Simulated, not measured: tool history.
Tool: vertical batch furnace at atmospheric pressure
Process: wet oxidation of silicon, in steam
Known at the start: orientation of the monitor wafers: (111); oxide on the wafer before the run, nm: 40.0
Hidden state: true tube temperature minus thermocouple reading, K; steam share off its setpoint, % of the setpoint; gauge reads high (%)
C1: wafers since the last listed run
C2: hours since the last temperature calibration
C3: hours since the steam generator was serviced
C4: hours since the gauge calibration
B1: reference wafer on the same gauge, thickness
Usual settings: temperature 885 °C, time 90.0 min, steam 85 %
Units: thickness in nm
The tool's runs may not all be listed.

run 1 hour=0.0 | temperature=885 time=90.0 steam=85 | C1=0 C2=1551.8 C3=1521.5 C4=188.6 | B1=284.86 | thickness=261.77
run 2 hour=49.8 | temperature=885 time=90.0 steam=85 | C1=472 C2=1601.6 C3=1571.3 C4=238.4 | B1=285.23 | thickness=261.77
run 3 hour=64.9 | temperature=885 time=90.0 steam=85 | C1=143 C2=1616.7 C3=1586.4 C4=253.5 | B1=284.57 | thickness=261.06
run 4 hour=74.8 | temperature=891 time=90.0 steam=85 | C1=93 C2=1626.6 C3=1596.3 C4=263.4 | B1=285.16 | thickness=274.61
run 5 hour=93.8 | temperature=891 time=90.0 steam=85 | C1=180 C2=1645.6 C3=1615.3 C4=282.4 | B1=285.36 | thickness=276.94
run 6 hour=117.2 | temperature=885 time=90.0 steam=85 | C1=222 C2=1669.0 C3=1638.7 C4=305.8 | B1=285.28 | thickness=260.76
run 7 hour=129.1 | temperature=885 time=90.0 steam=85 | C1=112 C2=1680.9 C3=1650.6 C4=317.7 | B1=285.03 | thickness=261.12
run 8 hour=137.8 | temperature=885 time=90.0 steam=85 | C1=82 C2=1689.6 C3=1659.3 C4=326.4 | B1=285.12 | thickness=260.47
run 9 hour=156.9 | temperature=885 time=90.0 steam=85 | C1=181 C2=1708.7 C3=1678.4 C4=345.5 | B1=284.73 | thickness=262.00
run 10 hour=217.2 | temperature=885 time=90.0 steam=85 | C1=572 C2=1769.0 C3=1738.7 C4=405.8 | B1=285.07 | thickness=258.55
run 11 hour=234.1 | temperature=876 time=90.0 steam=85 | C1=160 C2=1785.9 C3=1755.6 C4=422.7 | B1=284.81 | thickness=237.62
run 12 hour=255.0 | temperature=876 time=90.0 steam=85 | C1=198 C2=1806.8 C3=1776.5 C4=443.6 | B1=285.25 | thickness=236.33
run 13 hour=315.5 | temperature=876 time=90.0 steam=85 | C1=574 C2=1867.3 C3=1837.0 C4=504.1 | B1=285.03 | thickness=238.37
run 14 hour=335.3 | temperature=904 time=116.0 steam=85 | C1=187 C2=1887.1 C3=1856.8 C4=523.9 | B1=285.14 | thickness=374.83
run 15 hour=355.4 | temperature=885 time=90.0 steam=85 | C1=190 C2=1907.2 C3=1876.9 C4=544.0 | B1=284.64 | thickness=260.31
-- hour=364.1 gauge calibrated
run 16 hour=375.2 | temperature=885 time=90.0 steam=85 | C1=187 C2=1927.0 C3=1896.7 C4=11.1 | B1=285.18 | thickness=261.55
run 17 hour=389.0 | temperature=885 time=90.0 steam=85 | C1=130 C2=1940.8 C3=1910.5 C4=24.9 | B1=284.78 | thickness=260.70
run 18 hour=400.5 | temperature=885 time=90.0 steam=85 | C1=109 C2=1952.3 C3=1922.0 C4=36.4 | B1=284.84 | thickness=263.93
run 19 hour=447.3 | temperature=893 time=120.0 steam=88 | C1=444 C2=1999.1 C3=1968.8 C4=83.2 | B1=284.51 | thickness=354.98
run 20 hour=480.6 | temperature=885 time=90.0 steam=89 | C1=315 C2=2032.4 C3=2002.1 C4=116.5 | B1=284.88 | thickness=270.06

The next listed run, before its measurement:
run 21 hour=500.5 | temperature=909 time=127.5 steam=81 | C1=188 C2=2052.3 C3=2022.0 C4=136.4 | B1=? | thickness=?

Run 21 gave B1 285.01, thickness 401.89 nm.
Without the tool's hidden state the same run would have given thickness 401.89 nm.
